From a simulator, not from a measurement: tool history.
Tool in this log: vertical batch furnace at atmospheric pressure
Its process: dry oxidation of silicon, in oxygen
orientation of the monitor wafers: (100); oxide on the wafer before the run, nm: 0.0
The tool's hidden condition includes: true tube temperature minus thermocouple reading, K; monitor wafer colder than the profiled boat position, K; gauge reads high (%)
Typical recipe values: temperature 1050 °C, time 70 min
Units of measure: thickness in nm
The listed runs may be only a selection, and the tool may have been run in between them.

| run | hour | temperature | time | wafers since the last listed run | hours since the last temperature calibration | hours since the boat lift was adjusted | hours since the gauge calibration | read-back reference wafer on the same gauge, thickness | thickness |
|---|---|---|---|---|---|---|---|---|---|
| 1 | 0 | 1050 | 51 | 0 | 4130.5 | 1813.5 | 684.5 | 74.72 | 67.13 |
| 2 | 22.5 | 1050 | 70 | 317 | 4153 | 1836 | 707 | 74.75 | 82.16 |
| 3 | 42.9 | 1050 | 54 | 287 | 4173.4 | 1856.4 | 727.4 | 74.69 | 69.38 |
| 4 | 63 | 1050 | 54 | 283 | 4193.5 | 1876.5 | 747.5 | 74.66 | 69.26 |
| 5 | 93.5 | 1067 | 70 | 430 | 4224 | 1907 | 778 | 74.78 | 94.54 |
| 6 | 114.2 | 1067 | 70 | 291 | 4244.7 | 1927.7 | 798.7 | 74.74 | 94.41 |
| 7 | 136.4 | 1050 | 42 | 313 | 4266.9 | 1949.9 | 820.9 | 74.71 | 59.35 |
| 8 | 170.2 | 1050 | 42 | 476 | 4300.7 | 1983.7 | 854.7 | 74.67 | 59.18 |
| 9 | 200.6 | 1050 | 77.5 | 428 | 4331.1 | 2014.1 | 885.1 | 74.7 | 87.81 |
| 10 | 234.4 | 1050 | 77.5 | 476 | 4364.9 | 2047.9 | 918.9 | 74.75 | 87.96 |
| 11 | 259.3 | 1050 | 58 | 351 | 4389.8 | 2072.8 | 943.8 | 74.67 | 72.69 |
| 12 | 313.4 | 1050 | 58 | 762 | 4443.9 | 2126.9 | 997.9 | 74.64 | 72.54 |
| 13 | 329.6 | 1050 | 79.5 | 228 | 4460.1 | 2143.1 | 1014.1 | 74.65 | 89.35 |
| 14 | 358.1 | 1050 | 79.5 | 401 | 4488.6 | 2171.6 | 1042.6 | 74.68 | 89.09 |
|  | 390.6 | thermocouples replaced and temperature profile calibrated |
| 15 | 399.8 | 1050 | 79.5 | 249 | 9.2 | 2213.3 | 1084.3 | 74.7 | 84.96 |
|  | 406 | gauge calibrated |
| 16 | 417.6 | 1050 | 70 | 250 | 27 | 2231.1 | 11.6 | 74.75 | 78.67 |
| 17 | 436.3 | 1050 | 70 | 263 | 45.7 | 2249.8 | 30.3 | 74.74 | 78.73 |
|  | 471.1 | boat lift adjusted |
| 18 | 471.6 | 1050 | 70 | 159 | 81 | 0.5 | 65.6 | 74.7 | 81.45 |
| 19 | 477.1 | 1050 | 70 | 77 | 86.5 | 6 | 71.1 | 74.6 | 81.69 |
| 20 | 492.7 | 1038 | 41.5 | 219 | 102.1 | 21.6 | 86.7 | 74.61 | 52.99 |
| 21 | 509.5 | 1050 | 58 | 236 | 118.9 | 38.4 | 103.5 | 74.66 | 72.14 |
| 22 | 543.1 | 1068 | 70 | 473 | 152.5 | 72 | 137.1 | 74.75 | 94.44 |
| 23 | 564.9 | 1041 | 49.5 | 307 | 174.3 | 93.8 | 158.9 | 74.74 | 60.42 |
| 24 | 597.7 | 1040 | 90.5 | 462 | 207.1 | 126.6 | 191.7 | 74.75 | 88.44 |
| 25 | 623.7 | 1050 | 104.5 | 366 | 233.1 | 152.6 | 217.7 | 74.64 | 105.36 |
| 26 | 652.8 | 1043 | 53.5 | 410 | 262.2 | 181.7 | 246.8 | 74.66 | 64.02 |
| 27 | 669.3 | 1058 | 99 | 232 | 278.7 | 198.2 | 263.3 | 74.63 | 108.64 |
| 28 | 692.6 | 1050 | 70 | 328 | 302 | 221.5 | 286.6 | 74.8 | 81.32 |
| 29 | 708.6 | 1050 | 42.5 | 225 | 318 | 237.5 | 302.6 | 74.67 | 59.14 |
| 30 | 734 | 1050 | 50.5 | 358 | 343.4 | 262.9 | 328 | 74.73 | 65.73 |
| 31 | 764.7 | 1034 | 41 | 432 | 374.1 | 293.6 | 358.7 | 74.75 | 50.1 |
| 32 | 784.6 | 1035 | 88 | 280 | 394 | 313.5 | 378.6 | 74.69 | 83.08 |
| 33 | 807.8 | 1074 | 103.5 | 327 | 417.2 | 336.7 | 401.8 | 74.73 | 125.82 |
| 34 | 840.9 | 1026 | 70 | 466 | 450.3 | 369.8 | 434.9 | 74.72 | 65.42 |
| 35 | 856 | 1041 | 93.5 | 212 | 465.4 | 384.9 | 450 | 74.7 | 90.68 |
| 36 | 879.3 | 1027 | 101.5 | 328 | 488.7 | 408.2 | 473.3 | 74.67 | 84.62 |
| 37 | 893.7 | 1050 | 70 | 203 | 503.1 | 422.6 | 487.7 | 74.73 | 80.72 |
| 38 | 906.8 | 1032 | 38 | 184 | 516.2 | 435.7 | 500.8 | 74.7 | 46.95 |
| 39 | 934.8 | 1064 | 58 | 394 | 544.2 | 463.7 | 528.8 | 74.71 | 80.53 |

Below, some changes in thickness between adjacent runs. For each, the amount present without the hidden state too (settings, incoming material, random variation) and the amount remaining for the hidden state with gauge scatter not shared by both compared results:
Run 14 -> 15: thermocouples replaced and temperature profile calibrated. thickness -4.13 nm: hidden state -3.94, all else -0.19.
Run 17 -> 18: boat lift adjusted. thickness +2.72 nm: hidden state +3.09, all else -0.37.
Run 26 -> 27: temperature 1043 -> 1058, time 53.5 -> 99. thickness +44.62 nm: hidden state -0.29, all else +44.91.
Run 32 -> 33: temperature 1035 -> 1074, time 88 -> 103.5. thickness +42.74 nm: hidden state -0.3, all else +43.04.
Run 33 -> 34: temperature 1074 -> 1026, time 103.5 -> 70. thickness -60.4 nm: hidden state +0.37, all else -60.77.

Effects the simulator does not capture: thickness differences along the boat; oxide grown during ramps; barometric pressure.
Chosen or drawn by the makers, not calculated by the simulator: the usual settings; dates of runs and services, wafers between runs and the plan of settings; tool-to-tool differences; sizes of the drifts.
